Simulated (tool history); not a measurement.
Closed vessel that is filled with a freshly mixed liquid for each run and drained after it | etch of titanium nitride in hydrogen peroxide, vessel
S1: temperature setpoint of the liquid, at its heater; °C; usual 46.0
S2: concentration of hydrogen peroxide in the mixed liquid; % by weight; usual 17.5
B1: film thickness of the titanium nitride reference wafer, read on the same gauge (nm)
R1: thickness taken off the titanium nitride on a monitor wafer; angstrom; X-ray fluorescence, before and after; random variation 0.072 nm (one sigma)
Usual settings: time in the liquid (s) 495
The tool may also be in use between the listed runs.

{"run": 1, "hour": 0.0, "S1": 46.0, "S2": 17.5, "time in the liquid (s)": 495, "B1": 39.99, "R1": 117.2}
{"run": 2, "hour": 30.3, "S1": 46.0, "S2": 17.5, "time in the liquid (s)": 495, "B1": 40.01, "R1": 117.1}
{"run": 3, "hour": 64.6, "S1": 46.0, "S2": 17.5, "time in the liquid (s)": 495, "B1": 39.99, "R1": 115.8}
{"run": 4, "hour": 83.2, "S1": 46.0, "S2": 17.5, "time in the liquid (s)": 495, "B1": 40.0, "R1": 116.6}
{"run": 5, "hour": 118.1, "S1": 46.0, "S2": 17.5, "time in the liquid (s)": 495, "B1": 39.98, "R1": 115.6}
{"run": 6, "hour": 138.7, "S1": 46.0, "S2": 17.5, "time in the liquid (s)": 495, "B1": 40.0, "R1": 114.8}
{"run": 7, "hour": 153.7, "S1": 46.0, "S2": 17.5, "time in the liquid (s)": 495, "B1": 40.03, "R1": 114.6}
{"run": 8, "hour": 171.8, "S1": 46.0, "S2": 20.5, "time in the liquid (s)": 495, "B1": 40.0, "R1": 117.7}
{"run": 9, "hour": 190.3, "S1": 46.0, "S2": 20.5, "time in the liquid (s)": 495, "B1": 39.99, "R1": 119.4}
{"hour": 200.4, "done": "gauge calibrated"}
{"run": 10, "hour": 216.1, "S1": 46.0, "S2": 17.5, "time in the liquid (s)": 495, "B1": 39.99, "R1": 114.8}
{"run": 11, "hour": 235.9, "S1": 46.0, "S2": 17.5, "time in the liquid (s)": 580, "B1": 39.98, "R1": 133.7}
{"run": 12, "hour": 261.4, "S1": 46.0, "S2": 15.5, "time in the liquid (s)": 495, "B1": 39.99, "R1": 110.1}
{"run": 13, "hour": 275.1, "S1": 46.0, "S2": 17.5, "time in the liquid (s)": 495, "B1": 40.01, "R1": 113.0}
{"run": 14, "hour": 287.8, "S1": 48.5, "S2": 14.0, "time in the liquid (s)": 685, "B1": 39.99, "R1": 180.8}
{"hour": 304.9, "done": "thermometer replaced"}
{"hour": 330.6, "done": "peroxide flow meter replaced"}
{"hour": 354.6, "done": "new drum of peroxide connected"}
{"run": 15, "hour": 356.8, "S1": 46.0, "S2": 17.5, "time in the liquid (s)": 495, "B1": 40.0, "R1": 127.1}
{"run": 16, "hour": 373.9, "S1": 49.5, "S2": 15.5, "time in the liquid (s)": 270, "B1": 40.0, "R1": 87.0}
{"run": 17, "hour": 396.7, "S1": 46.0, "S2": 13.0, "time in the liquid (s)": 495, "B1": 40.01, "R1": 118.6}
{"run": 18, "hour": 432.6, "S1": 37.5, "S2": 15.0, "time in the liquid (s)": 680, "B1": 40.0, "R1": 87.2}
{"run": 19, "hour": 466.6, "S1": 42.5, "S2": 14.0, "time in the liquid (s)": 735, "B1": 39.97, "R1": 136.9}

Forecast each of these 5 alternatives for the next run:
{"run": "A", "hour": 467.4, "S1": 46.0, "S2": 17.5, "time in the liquid (s)": 495, "B1": "?", "R1": "?"}
{"run": "B", "hour": 467.4, "S1": 52.0, "S2": 13.0, "time in the liquid (s)": 495, "B1": "?", "R1": "?"}
{"run": "C", "hour": 467.4, "S1": 40.0, "S2": 17.5, "time in the liquid (s)": 495, "B1": "?", "R1": "?"}
{"run": "D", "hour": 467.4, "S1": 46.0, "S2": 21.5, "time in the liquid (s)": 495, "B1": "?", "R1": "?"}
{"run": "E", "hour": 467.4, "S1": 40.5, "S2": 20.5, "time in the liquid (s)": 720, "B1": "?", "R1": "?"}

run=A B1=40.02 R1=123.9
run=B B1=40.02 R1=180.2
run=C B1=40.02 R1=78.7
run=D B1=40.02 R1=129.5
run=E B1=40.02 R1=123.1
Without the tool's hidden state the same runs would have given:
run=A R1=127.5
run=B R1=185.2
run=C R1=81.0
run=D R1=133.2
run=E R1=126.7
